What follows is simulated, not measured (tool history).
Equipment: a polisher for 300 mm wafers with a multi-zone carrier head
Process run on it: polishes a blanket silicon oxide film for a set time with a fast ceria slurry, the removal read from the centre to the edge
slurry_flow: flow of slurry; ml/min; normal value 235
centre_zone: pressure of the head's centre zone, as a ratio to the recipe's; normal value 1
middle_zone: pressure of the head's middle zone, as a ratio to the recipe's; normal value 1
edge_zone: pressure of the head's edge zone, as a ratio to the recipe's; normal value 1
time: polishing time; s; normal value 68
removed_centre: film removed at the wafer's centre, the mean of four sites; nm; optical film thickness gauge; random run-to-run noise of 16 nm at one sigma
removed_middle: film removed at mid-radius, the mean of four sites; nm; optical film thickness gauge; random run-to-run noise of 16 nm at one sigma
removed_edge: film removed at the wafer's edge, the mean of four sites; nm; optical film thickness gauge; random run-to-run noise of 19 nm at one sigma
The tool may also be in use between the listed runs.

run   hour  slurry_flow  centre_zone  middle_zone  edge_zone  time  wafers since the last listed run  wafers polished on this pad  hours since the slurry nozzle was cleaned  hours since the centre zone pressure was calibrated  hours since the edge zone pressure was calibrated  hours since the carrier head's membrane was replaced  incoming thickness of the incoming film, nm  removed_centre  removed_middle  removed_edge
  1      0          235            1         1.08          1    80                                 0                          744                                      309.3                                               1320.8                                              640.6                                                1749.2                                       3560.2          1584.5          1752.1        1613.7
       0.9  -- slurry nozzle cleaned
  2   20.4          235            1         1.08          1    80                               260                         1005                                       19.5                                               1341.2                                                661                                                1769.6                                       3488.1          1606.9          1728.1        1629.3
      38.8  -- worn pad replaced by a new one
  3   43.7          235         0.97            1          1    68                               258                           64                                       42.8                                               1364.5                                              684.3                                                1792.9                                       3487.2          1303.8          1393.3        1353.2
  4   66.8          235         0.97            1          1    68                               309                          374                                       65.9                                               1387.6                                              707.4                                                  1816                                       3488.2          1286.9          1384.7        1392.9
  5   97.8          235            1            1          1    68                               415                          789                                       96.9                                               1418.6                                              738.4                                                  1847                                       3522.1          1344.9            1391        1382.9
  6  111.2          300            1            1       1.04    68                               179                          969                                      110.3                                                 1432                                              751.8                                                1860.4                                       3444.8          1390.8            1461        1424.2
     120.8  -- worn pad replaced by a new one
     139.4  -- carrier head's membrane replaced by a new one
     206.2  -- worn pad replaced by a new one
  7  207.3          190            1            1          1    68                              1113                           14                                      206.4                                               1528.1                                              847.9                                                  67.9                                       3454.5          1294.6          1320.9        1339.9
     234.7  -- slurry nozzle cleaned
  8  238.5          235            1         1.05       0.96    68                               404                          418                                        3.8                                               1559.3                                              879.1                                                  99.1                                       3552.1          1353.1          1448.3        1372.2
       273  -- centre zone pressure recalibrated
  9  289.8          185         0.91            1        1.1    54                               660                         1079                                       55.1                                                 16.8                                              930.4                                                 150.4                                       3455.5           921.9          1056.1        1091.7
     297.2  -- worn pad replaced by a new one
 10  322.3          255            1         1.11       1.05    68                               381                          335                                       87.6                                                 49.3                                              962.9                                                 182.9                                       3476.3          1357.3          1549.6        1436.4
     331.6  -- edge zone pressure recalibrated
 11  343.8          235            1            1       0.94    68                               261                          597                                      109.1                                                 70.8                                               12.2                                                 204.4                                       3539.1          1375.1          1403.3        1357.9
 12  374.5          235            1            1          1    68                               411                         1008                                      139.8                                                101.5                                               42.9                                                 235.1                                       3464.5          1342.4            1387        1373.5
     388.4  -- worn pad replaced by a new one
 13  388.9          235         0.94            1       1.08    81                               139                            7                                      154.2                                                115.9                                               57.3                                                 249.5                                         3499          1513.3          1615.7        1726.3

Run 14 has not been measured yet. What should we expect?
 14  417.8          300         1.11            1        0.9    80                               387                          394                                      183.1                                                144.8                                               86.2                                                 278.4                                       3462.7               ?               ?             ?

removed_centre: 1777.7 nm
removed_middle: 1726.6 nm
removed_edge: 1579.5 nm
Had the tool carried no hidden state, the very same run would have given removed_centre 1777.7 nm, removed_middle 1726.6 nm, removed_edge 1579.5 nm.
